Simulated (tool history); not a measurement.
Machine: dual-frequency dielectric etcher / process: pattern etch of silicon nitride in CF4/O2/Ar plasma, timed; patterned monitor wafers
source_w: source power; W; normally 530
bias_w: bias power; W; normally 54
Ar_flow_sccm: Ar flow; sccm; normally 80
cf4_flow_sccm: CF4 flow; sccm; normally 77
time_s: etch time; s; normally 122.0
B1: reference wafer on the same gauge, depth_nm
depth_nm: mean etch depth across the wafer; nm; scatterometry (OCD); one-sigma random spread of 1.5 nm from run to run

run 1 hour=0.0 | source_w=530 bias_w=54 Ar_flow_sccm=80 cf4_flow_sccm=77 time_s=122.0 | B1=271.7 | depth_nm=243.9
run 2 hour=50.0 | source_w=630 bias_w=54 Ar_flow_sccm=80 cf4_flow_sccm=77 time_s=122.0 | B1=272.4 | depth_nm=295.0
-- hour=125.2 wet clean of the chamber
run 3 hour=287.6 | source_w=630 bias_w=54 Ar_flow_sccm=80 cf4_flow_sccm=77 time_s=122.0 | B1=272.1 | depth_nm=293.8
run 4 hour=383.3 | source_w=630 bias_w=54 Ar_flow_sccm=80 cf4_flow_sccm=77 time_s=122.0 | B1=271.9 | depth_nm=291.2
run 5 hour=555.1 | source_w=530 bias_w=54 Ar_flow_sccm=80 cf4_flow_sccm=77 time_s=122.0 | B1=272.5 | depth_nm=239.8
-- hour=564.2 CF4 flow controller replaced
run 6 hour=607.9 | source_w=530 bias_w=54 Ar_flow_sccm=80 cf4_flow_sccm=77 time_s=122.0 | B1=272.2 | depth_nm=241.6
-- hour=615.6 gauge calibrated
run 7 hour=678.1 | source_w=530 bias_w=54 Ar_flow_sccm=80 cf4_flow_sccm=77 time_s=122.0 | B1=272.4 | depth_nm=241.4
run 8 hour=756.2 | source_w=530 bias_w=54 Ar_flow_sccm=80 cf4_flow_sccm=77 time_s=122.0 | B1=271.7 | depth_nm=239.2
-- hour=781.5 wet clean of the chamber
-- hour=814.5 source power generator calibrated
run 9 hour=856.9 | source_w=530 bias_w=54 Ar_flow_sccm=80 cf4_flow_sccm=77 time_s=122.0 | B1=271.8 | depth_nm=255.6
run 10 hour=953.0 | source_w=530 bias_w=54 Ar_flow_sccm=80 cf4_flow_sccm=77 time_s=122.0 | B1=272.1 | depth_nm=257.3
run 11 hour=1033.4 | source_w=450 bias_w=61 Ar_flow_sccm=68 cf4_flow_sccm=77 time_s=142.5 | B1=271.6 | depth_nm=269.9
run 12 hour=1076.7 | source_w=530 bias_w=54 Ar_flow_sccm=80 cf4_flow_sccm=77 time_s=122.0 | B1=271.9 | depth_nm=257.9
-- hour=1117.5 Ar flow controller replaced
-- hour=1151.0 upper electrode replaced
-- hour=1190.0 bias power generator calibrated
run 13 hour=1238.6 | source_w=470 bias_w=47 Ar_flow_sccm=69 cf4_flow_sccm=77 time_s=103.5 | B1=272.7 | depth_nm=182.1
run 14 hour=1290.7 | source_w=530 bias_w=54 Ar_flow_sccm=80 cf4_flow_sccm=82 time_s=122.0 | B1=272.1 | depth_nm=256.1
-- hour=1346.7 wet clean of the chamber
run 15 hour=1390.8 | source_w=560 bias_w=54 Ar_flow_sccm=72 cf4_flow_sccm=77 time_s=122.0 | B1=272.0 | depth_nm=271.9
run 16 hour=1494.8 | source_w=530 bias_w=54 Ar_flow_sccm=80 cf4_flow_sccm=77 time_s=122.0 | B1=272.5 | depth_nm=254.7
run 17 hour=1568.8 | source_w=530 bias_w=54 Ar_flow_sccm=64 cf4_flow_sccm=67 time_s=122.0 | B1=271.9 | depth_nm=253.0
-- hour=1637.2 gauge calibrated
run 18 hour=1661.3 | source_w=530 bias_w=46 Ar_flow_sccm=80 cf4_flow_sccm=77 time_s=122.0 | B1=272.1 | depth_nm=237.0
run 19 hour=1697.8 | source_w=530 bias_w=54 Ar_flow_sccm=80 cf4_flow_sccm=82 time_s=148.5 | B1=271.5 | depth_nm=316.1
run 20 hour=1792.2 | source_w=530 bias_w=54 Ar_flow_sccm=80 cf4_flow_sccm=77 time_s=122.0 | B1=271.9 | depth_nm=250.2

Below, each run's measurement less what the same run would have read without the hidden state. Both values contain the same run-to-run variation, but the gauge's scatter may not be the same in both:
Unlogged tool condition in this case: etch rate over this chamber's usual, %; source power that arrives over what is set, %; bias power that arrives over what is set, %; Ar flow that arrives over what is set, %; CF4 flow that arrives over what is set, %; gauge reads high (%).
run=1 depth_nm=-9.1
run=2 depth_nm=-11.7
run=3 depth_nm=-14.5
run=4 depth_nm=-15.6
run=5 depth_nm=-14.7
run=6 depth_nm=-15.5
run=7 depth_nm=-16.3
run=8 depth_nm=-17.2
run=9 depth_nm=-1.0
run=10 depth_nm=-1.0
run=11 depth_nm=-1.1
run=12 depth_nm=-1.1
run=13 depth_nm=-0.9
run=14 depth_nm=-1.4
run=15 depth_nm=-1.9
run=16 depth_nm=-2.0
run=17 depth_nm=-2.3
run=18 depth_nm=-2.5
run=19 depth_nm=-3.5
run=20 depth_nm=-3.1

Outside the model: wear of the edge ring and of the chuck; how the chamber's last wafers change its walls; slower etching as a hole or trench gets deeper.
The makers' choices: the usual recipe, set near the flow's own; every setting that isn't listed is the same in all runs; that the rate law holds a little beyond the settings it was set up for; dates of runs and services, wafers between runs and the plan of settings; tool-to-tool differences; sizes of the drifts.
